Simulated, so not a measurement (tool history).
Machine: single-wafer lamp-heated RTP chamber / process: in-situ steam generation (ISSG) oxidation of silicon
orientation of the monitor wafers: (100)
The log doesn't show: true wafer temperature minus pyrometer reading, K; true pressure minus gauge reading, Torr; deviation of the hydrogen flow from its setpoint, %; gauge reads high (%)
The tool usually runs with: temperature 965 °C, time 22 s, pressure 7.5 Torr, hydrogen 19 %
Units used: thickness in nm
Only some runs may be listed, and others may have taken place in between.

run     day  temperature  time  pressure  hydrogen  wafers since the last listed run  wafers since the last pyrometer calibration  hours since the pressure gauge was zeroed  hours since the hydrogen flow controller was replaced  hours since the gauge calibration  read-back reference wafer on the same gauge, thickness  thickness
  1       0          965    22       7.5        19                                 0                                         4139                                     2938.5                                                 5246.8                              273.2                                                   5.895      5.307
  2   0.921          951    22       7.5        19                               202                                         4342                                     2960.6                                                 5268.9                              295.3                                                   5.903      5.088
  3   1.567          951    22       7.5        19                               142                                         4485                                     2976.1                                                 5284.4                              310.8                                                   5.899       5.11
  4   2.446          965    22       7.5        19                               193                                         4678                                     2997.2                                                 5305.5                              331.9                                                   5.896      5.347
  5   3.133          965    22       7.5        19                               151                                         4830                                     3013.7                                                   5322                              348.4                                                   5.898       5.36
  6     3.7          965    22       7.5        19                               124                                         4955                                     3027.3                                                 5335.6                                362                                                   5.901      5.319
      6.367  -- pressure gauge zeroed
  7   6.388          956    22       7.5        19                               518                                         5474                                        0.5                                                 5400.1                              426.5                                                    5.91      5.223
  8    7.65          956    22       7.5        19                               278                                         5752                                       30.8                                                 5430.4                              456.8                                                   5.904      5.171
  9  10.925          956    22       7.5        19                               721                                         6474                                      109.4                                                   5509                              535.4                                                   5.902      5.194
     12.862  -- pyrometer window cleaned and pyrometer calibrated
 10  13.238          965    22       7.5        19                               436                                           82                                      164.9                                                 5564.5                              590.9                                                   5.893      5.351
 11  14.446          965    22       7.5        19                               266                                          348                                      193.9                                                 5593.5                              619.9                                                   5.895       5.34
 12  15.762          965    22       7.5        19                               290                                          638                                      225.5                                                 5625.1                              651.5                                                   5.892      5.325
 13    17.1          947    17       6.9        13                               294                                          933                                      257.6                                                 5657.2                              683.6                                                   5.902      4.139
     18.412  -- hydrogen flow controller replaced
 14  20.129          965    22       7.5        19                               594                                         1527                                      330.3                                                   41.2                              756.3                                                   5.906      5.351
 15  21.112          965    22       7.5        19                               216                                         1744                                      353.9                                                   64.8                              779.9                                                   5.894      5.347
 16  21.658          959    28       8.5        22                               120                                         1864                                        367                                                   77.9                                793                                                     5.9      6.011
 17  22.583          979    22       6.9        23                               203                                         2068                                      389.2                                                  100.1                              815.2                                                   5.903      5.824
 18   23.85          957    16       7.5        19                               279                                         2347                                      419.6                                                  130.5                              845.6                                                   5.904      4.584

What does the tool deliver on the next run?
     24.592  -- gauge calibrated
 19  24.746          965    22       7.5        19                               197                                         2545                                      441.1                                                    152                                3.7                                                       ?          ?

read-back reference wafer on the same gauge, thickness: 5.898
thickness: 5.316 nm
Take away the tool's hidden state, keep the run-to-run variation as it was, and the same run would have given thickness 5.316 nm.
